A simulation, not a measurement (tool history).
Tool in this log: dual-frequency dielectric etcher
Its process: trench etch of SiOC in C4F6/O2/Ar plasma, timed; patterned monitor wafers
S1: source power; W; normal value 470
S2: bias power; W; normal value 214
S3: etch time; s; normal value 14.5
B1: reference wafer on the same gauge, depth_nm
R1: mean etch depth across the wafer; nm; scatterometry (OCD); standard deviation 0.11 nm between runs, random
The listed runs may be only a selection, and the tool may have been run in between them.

Run 1, hour 0: usual settings; B1 35.61. Result: R1 33.12 nm.
Run 2, hour 24.2: usual settings; B1 35.57. Result: R1 33.32 nm.
Run 3, hour 53.7: usual settings; B1 35.61. Result: R1 33.44 nm.
Run 4, hour 115: usual settings; B1 35.62. Result: R1 33.72 nm.
Run 5, hour 151.7: usual settings; B1 35.59. Result: R1 33.87 nm.
At hour 176: wet clean of the chamber.
Run 6, hour 197.3: usual settings but S3 13 s; B1 35.58. Result: R1 29.04 nm.
Run 7, hour 230.4: usual settings; B1 35.58. Result: R1 32.6 nm.
Run 8, hour 296: usual settings; B1 35.65. Result: R1 32.92 nm.
Run 9, hour 365.5: usual settings but S2 197 W; B1 35.59. Result: R1 32.41 nm.
At hour 392.2: gauge calibrated.
Run 10, hour 424.8: usual settings but S2 197 W; B1 35.59. Result: R1 32.36 nm.
Run 11, hour 492.2: usual settings; B1 35.64. Result: R1 33.26 nm.
Run 12, hour 557.7: usual settings but S2 197 W; B1 35.62. Result: R1 32.77 nm.
At hour 624.7: source power generator calibrated.
At hour 631.4: bias power generator calibrated.
Run 13, hour 631.9: usual settings but S1 370 W; B1 35.54. Result: R1 31.47 nm.
At hour 655.9: wet clean of the chamber.
Run 14, hour 699.4: usual settings but S1 520 W, S2 235 W, S3 10.5 s; B1 35.6. Result: R1 24.88 nm.
Run 15, hour 743.6: usual settings but S1 550 W; B1 35.51. Result: R1 34.3 nm.
At hour 806.2: upper electrode replaced.
Run 16, hour 806.7: usual settings but S2 183 W, S3 18 s; B1 35.64. Result: R1 38.59 nm.
Run 17, hour 845.8: usual settings but S1 520 W, S2 260 W, S3 10.5 s; B1 35.63. Result: R1 26.1 nm.

Estimate the outcome of run 18 from the log above:
Run 18, hour 878: usual settings but S2 264 W; B1 ?. Result: R1 ?.

B1: 35.62
R1: 35.29 nm
Had the tool carried no hidden state, the very same run would have given R1 34.67 nm.
